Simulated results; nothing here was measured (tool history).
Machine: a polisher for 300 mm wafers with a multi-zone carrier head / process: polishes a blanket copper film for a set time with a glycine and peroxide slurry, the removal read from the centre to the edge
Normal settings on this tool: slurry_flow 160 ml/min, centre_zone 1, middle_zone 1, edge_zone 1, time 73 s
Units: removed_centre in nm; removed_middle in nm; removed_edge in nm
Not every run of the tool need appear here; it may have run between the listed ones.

run     day  slurry_flow  centre_zone  middle_zone  edge_zone  time  wafers since the last listed run  wafers polished on this pad  hours since the slurry nozzle was cleaned  hours since the centre zone pressure was calibrated  hours since the edge zone pressure was calibrated  hours since the carrier head's membrane was replaced  incoming thickness of the incoming film, nm  removed_centre  removed_middle  removed_edge
  1       0          160            1         0.96          1    73                                 0                          250                                      240.3                                                910.8                                              984.4                                                1573.7                                       1246.4           334.3           304.9         305.1
  2   1.162          160            1         0.96          1    73                               270                          521                                      268.2                                                938.7                                             1012.3                                                1601.6                                       1234.2           337.6           304.2         313.3
  3   2.038          160            1         0.96          1    73                               203                          725                                      289.2                                                959.7                                             1033.3                                                1622.6                                       1227.8           332.9           304.2         307.6
  4   2.858          160            1            1          1    91                               191                          916                                      308.9                                                979.4                                               1053                                                1642.3                                       1254.8           420.6           391.6           390
  5   3.671          160            1            1          1    91                               189                         1105                                      328.4                                                998.9                                             1072.5                                                1661.8                                       1226.6           420.9           386.9         389.1
      3.962  -- worn pad replaced by a new one
  6   4.775          160            1            1          1    73                               218                          188                                      354.9                                               1025.4                                               1099                                                1688.3                                       1217.3           339.4           312.4         308.6
  7   5.783          160            1            1          1    73                               234                          423                                      379.1                                               1049.6                                             1123.2                                                1712.5                                       1236.2           337.2           309.2         305.3
        7.8  -- carrier head's membrane replaced by a new one
  8   7.821          200         0.96            1          1    73                               425                          849                                        428                                               1098.5                                             1172.1                                                   0.5                                       1214.8           341.6             323         322.9
      8.808  -- worn pad replaced by a new one
  9   9.108          200         0.96            1          1    73                               260                           69                                      458.9                                               1129.4                                               1203                                                  31.4                                       1217.5           342.5           327.2         318.4
 10  12.633          160            1            1          1    73                               820                          890                                      543.5                                                 1214                                             1287.6                                                   116                                       1253.3           341.6           317.8         310.6
     12.925  -- worn pad replaced by a new one
 11  13.312          200         0.96            1          1    73                               119                           90                                      559.8                                               1230.3                                             1303.9                                                 132.3                                       1236.4           345.8           328.6         319.1
     13.579  -- slurry nozzle cleaned
     14.392  -- edge zone pressure recalibrated
 12   14.65          160         1.09         1.03        1.1    55                               282                          372                                       25.7                                               1262.4                                                6.2                                                 164.4                                       1230.8           280.2           241.3         248.3
     15.388  -- centre zone pressure recalibrated
     16.975  -- worn pad replaced by a new one
 13  16.996          160         0.95            1          1    73                               487                            4                                         82                                                 38.6                                               62.5                                                 220.7                                         1231           265.1           312.8         312.9
 14  17.546          190            1            1          1    73                               128                          132                                       95.2                                                 51.8                                               75.7                                                 233.9                                       1224.2           290.1           326.2         316.5
 15  18.175          160            1            1          1    73                               146                          279                                      110.3                                                 66.9                                               90.8                                                   249                                       1235.3           278.6           314.1         315.4
 16  18.954          115         1.08         1.12       0.89    73                               181                          460                                        129                                                 85.6                                              109.5                                                 267.7                                       1221.2           272.2           319.8         277.6
       19.9  -- centre zone pressure recalibrated, repeated, since the last time left the tool worse
 17  20.088          160          1.1            1          1    51                               244                          705                                      156.2                                                  4.5                                              136.7                                                 294.9                                         1235           244.9           219.9         216.5
 18  21.275          160         0.95            1          1    87                               276                          981                                      184.7                                                   33                                              165.2                                                 323.4                                       1256.9           365.2           380.2         365.3
     21.654  -- worn pad replaced by a new one
 19  22.088          160            1            1          1    73                               150                          100                                      204.2                                                 52.5                                              184.7                                                 342.9                                       1251.1           322.9           312.5         308.6
 20  23.212          185         0.96            1          1    66                               261                          362                                      231.2                                                 79.5                                              211.7                                                 369.9                                       1225.5           292.3           284.9         287.6

Each row is a separate what-if for the run after 20, all from the same tool condition, not one after another. Results?
  A  23.229          160            1         1.05          1    73                                 3                          366                                      231.6                                                 79.9                                              212.1                                                 370.3                                       1228.5               ?               ?             ?
  B  23.229          160            1            1          1    81                                 3                          366                                      231.6                                                 79.9                                              212.1                                                 370.3                                       1228.5               ?               ?             ?
  C  23.229          160            1            1          1    49                                 3                          366                                      231.6                                                 79.9                                              212.1                                                 370.3                                       1228.5               ?               ?             ?

run  removed_centre  removed_middle  removed_edge
  A           324.9           333.2         303.4
  B           360.4           354.7         336.9
  C             218           214.6         203.8
Take away the tool's hidden state, keep each run's random variation, and the runs would have read:
run  removed_centre  removed_middle  removed_edge
  A             325           333.2         303.4
  B           360.5           354.7         336.9
  C           218.1           214.6         203.8

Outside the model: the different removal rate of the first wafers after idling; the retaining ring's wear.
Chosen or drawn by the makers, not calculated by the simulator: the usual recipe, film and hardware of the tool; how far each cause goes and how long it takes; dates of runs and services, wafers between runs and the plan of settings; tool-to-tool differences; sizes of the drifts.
